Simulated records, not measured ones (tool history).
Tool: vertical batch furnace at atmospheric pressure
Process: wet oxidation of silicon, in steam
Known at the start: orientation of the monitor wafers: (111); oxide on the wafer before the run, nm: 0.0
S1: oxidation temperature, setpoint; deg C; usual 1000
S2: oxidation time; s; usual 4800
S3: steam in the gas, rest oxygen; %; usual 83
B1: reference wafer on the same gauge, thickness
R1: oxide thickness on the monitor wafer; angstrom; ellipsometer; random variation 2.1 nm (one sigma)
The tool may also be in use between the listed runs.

run	hour	S1	S2	S3	B1	R1
1	0	1000	4800	83	400.61	4789.2
2	71.1	1000	4800	83	400.96	4748.6
3	176.8	1000	4800	83	401.4	4749.2
4	218.5	1000	4800	83	401.45	4760.6
5	263	1000	4800	83	401.07	4734.7
6	323.1	1000	4800	83	401.13	4739.9
7	398	1000	4800	83	400.7	4766.8
8	497.2	1000	4800	83	401.09	4746.9
9	540.9	983	4800	83	400.73	4292.5
10	606.9	983	4800	83	401.36	4319.9
11	692.9	983	4800	83	400.72	4264.6
# hour 751.2: steam generator serviced
12	751.7	1000	4800	83	401.05	4981.2
13	842.3	1000	4800	83	401.01	4943.8
14	885.7	986	4800	83	400.79	4584.3
15	992.6	986	3540	94	401.03	4075
# hour 1061: thermocouples replaced and temperature profile calibrated
16	1061.5	991	2700	77	401.13	3084.4
17	1097.9	1000	4800	83	401.02	4932.1
18	1328	1000	3960	87	400.8	4494.9
19	1429.8	1000	6510	80	401.13	5811.5
# hour 1466.2: gauge calibrated
20	1506	1022	5460	83	401.18	5941.5
21	1564	1000	2970	90	400.78	3849.6
22	1615.9	1000	4800	83	401.14	4930.9
23	1715.9	978	3330	92	400.67	3619.1
24	1808	1000	3120	83	401.01	3751.9
25	1862	1022	3690	90	400.69	4920.4
26	1931.2	1000	4800	83	401.02	4908.9
27	2034	976	4800	74	400.71	3939.1
28	2082.2	1000	4800	75	400.4	4599.8

What the log doesn't show, run by run:
true tube temperature minus thermocouple reading, K: 0 in every run
gauge reads high (%): 0 in every run
H1: steam share off its setpoint, % of the setpoint
run	H1
1	-7.31
2	-7.46
3	-7.69
4	-7.77
5	-7.87
6	-8
7	-8.15
8	-8.36
9	-8.46
10	-8.6
11	-8.78
12	-1
13	-1.2
14	-1.29
15	-1.51
16	-1.66
17	-1.74
18	-2.23
19	-2.44
20	-2.6
21	-2.73
22	-2.84
23	-3.05
24	-3.24
25	-3.36
26	-3.5
27	-3.72
28	-3.82

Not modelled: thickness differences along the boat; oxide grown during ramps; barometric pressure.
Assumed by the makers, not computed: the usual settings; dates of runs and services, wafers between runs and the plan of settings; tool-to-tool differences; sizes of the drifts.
